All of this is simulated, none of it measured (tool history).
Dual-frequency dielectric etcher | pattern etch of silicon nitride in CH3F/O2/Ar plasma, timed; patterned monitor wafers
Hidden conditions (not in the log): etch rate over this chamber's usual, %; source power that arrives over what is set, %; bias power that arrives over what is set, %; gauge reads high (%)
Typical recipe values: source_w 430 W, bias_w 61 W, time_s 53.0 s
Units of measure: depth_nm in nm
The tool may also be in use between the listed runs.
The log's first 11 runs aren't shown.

run     day  source_w  bias_w  time_s  wafers since the last listed run  hours since the last wet clean  hours since the last source power generator calibration  hours since the last bias power generator calibration  hours since the last upper electrode change  hours since the gauge calibration  read-back reference wafer on the same gauge, depth_nm  depth_nm
 12  19.767       430      61    59.5                               826                           298.6                                                   2871.6                                                  190.8                                        285.9                             1770.0                                                  35.78     38.87
     22.129  -- wet clean of the chamber
 13  22.150       430      61    53.0                               575                             0.5                                                   2928.8                                                  248.0                                        343.1                             1827.2                                                  35.79     34.13
 14  22.867       430      69    42.0                               298                            17.7                                                   2946.0                                                  265.2                                        360.3                             1844.4                                                  35.81     28.00
     23.838  -- gauge calibrated
 15  25.425       430      61    53.0                              1064                            79.1                                                   3007.4                                                  326.6                                        421.7                               38.1                                                  35.79     34.29
 16  27.350       340      57    53.0                               800                           125.3                                                   3053.6                                                  372.8                                        467.9                               84.3                                                  35.81     31.22
 17  28.829       430      53    59.0                               615                           160.8                                                   3089.1                                                  408.3                                        503.4                              119.8                                                  35.78     37.01
     30.046  -- source power generator calibrated
 18  31.033       430      46    53.0                               847                           213.7                                                     23.7                                                  461.2                                        556.3                              172.7                                                  35.80     32.84
 19  32.388       430      69    59.5                               563                           246.2                                                     56.2                                                  493.7                                        588.8                              205.2                                                  35.80     40.78
 20  34.896       430      61    41.0                              1043                           306.4                                                    116.4                                                  553.9                                        649.0                              265.4                                                  35.80     27.17
 21  37.825       480      61    57.5                              1218                           376.7                                                    186.7                                                  624.2                                        719.3                              335.7                                                  35.79     39.77
     38.838  -- wet clean of the chamber
 22  39.492       490      75    65.5                               277                            15.7                                                    226.7                                                  664.2                                        759.3                              375.7                                                  35.81     47.40
 23  40.675       330      73    39.5                               492                            44.1                                                    255.1                                                  692.6                                        787.7                              404.1                                                  35.79     24.84
 24  42.162       430      61    53.0                               618                            79.8                                                    290.8                                                  728.3                                        823.4                              439.8                                                  35.80     34.87
 25  44.879       470      66    44.5                              1129                           145.0                                                    356.0                                                  793.5                                        888.6                              505.0                                                  35.81     30.88

What does the tool deliver on the next run?
 26  47.642       430      61    53.0                              1148                           211.3                                                    422.3                                                  859.8                                        954.9                              571.3                                                      ?         ?

read-back reference wafer on the same gauge, depth_nm: 35.78
depth_nm: 34.95 nm
Without the tool's hidden state the same run would have given depth_nm 34.76 nm.
